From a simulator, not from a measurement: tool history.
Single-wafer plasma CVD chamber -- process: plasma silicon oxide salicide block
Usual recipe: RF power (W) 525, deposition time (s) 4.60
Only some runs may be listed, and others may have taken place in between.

| run | hour | RF power (W) | deposition time (s) | read-back reference wafer on the same gauge, thickness_nm | mean film thickness on the monitor wafer (angstrom) |
|---|---|---|---|---|---|
| 1 | 0.0 | 525 | 4.60 | 59.101 | 496.67 |
| 2 | 16.9 | 525 | 4.60 | 59.172 | 497.10 |
| 3 | 28.6 | 525 | 4.60 | 59.118 | 495.85 |
| 4 | 38.3 | 525 | 4.60 | 59.126 | 496.96 |
| 5 | 47.5 | 525 | 4.60 | 59.150 | 497.10 |
| 6 | 60.7 | 525 | 4.60 | 59.168 | 498.29 |
| 7 | 68.3 | 525 | 4.60 | 59.141 | 497.30 |
| 8 | 80.4 | 525 | 4.82 | 59.186 | 519.45 |
|  | 91.4 | gauge calibrated |
| 9 | 93.1 | 445 | 4.60 | 58.897 | 466.83 |
|  | 114.9 | RF generator calibrated |
| 10 | 115.4 | 445 | 4.60 | 59.002 | 467.23 |
| 11 | 116.5 | 580 | 4.30 | 58.998 | 482.04 |
| 12 | 126.1 | 470 | 5.29 | 59.043 | 548.37 |
|  | 141.3 | showerhead replaced |
| 13 | 141.8 | 600 | 4.05 | 59.122 | 458.44 |
| 14 | 154.4 | 470 | 5.08 | 59.135 | 528.00 |
| 15 | 167.9 | 445 | 4.60 | 59.196 | 468.02 |
| 16 | 174.6 | 580 | 4.95 | 59.211 | 554.28 |
| 17 | 182.6 | 525 | 5.00 | 59.212 | 541.02 |
| 18 | 197.7 | 445 | 4.60 | 59.174 | 469.62 |
| 19 | 206.1 | 440 | 4.60 | 59.215 | 467.20 |
| 20 | 220.8 | 555 | 4.26 | 59.258 | 470.07 |
|  | 228.5 | gauge calibrated |
| 21 | 232.5 | 555 | 4.07 | 58.888 | 447.79 |
| 22 | 239.5 | 525 | 4.60 | 58.982 | 497.29 |
| 23 | 250.9 | 445 | 5.01 | 59.027 | 509.83 |

Alternative continuations, all from the tool just after run 23; predict every row:
| A | 251.3 | 525 | 4.24 | ? | ? |
| B | 251.3 | 470 | 4.60 | ? | ? |
| C | 251.3 | 610 | 5.28 | ? | ? |

| run | read-back reference wafer on the same gauge, thickness_nm | mean film thickness on the monitor wafer (angstrom) |
|---|---|---|
| A | 59.035 | 457.77 |
| B | 59.035 | 477.34 |
| C | 59.035 | 600.78 |
Stripped of hidden state, with their random variation kept, the same runs would have yielded:
| run | mean film thickness on the monitor wafer (angstrom) |
|---|---|
| A | 456.01 |
| B | 475.51 |
| C | 598.47 |
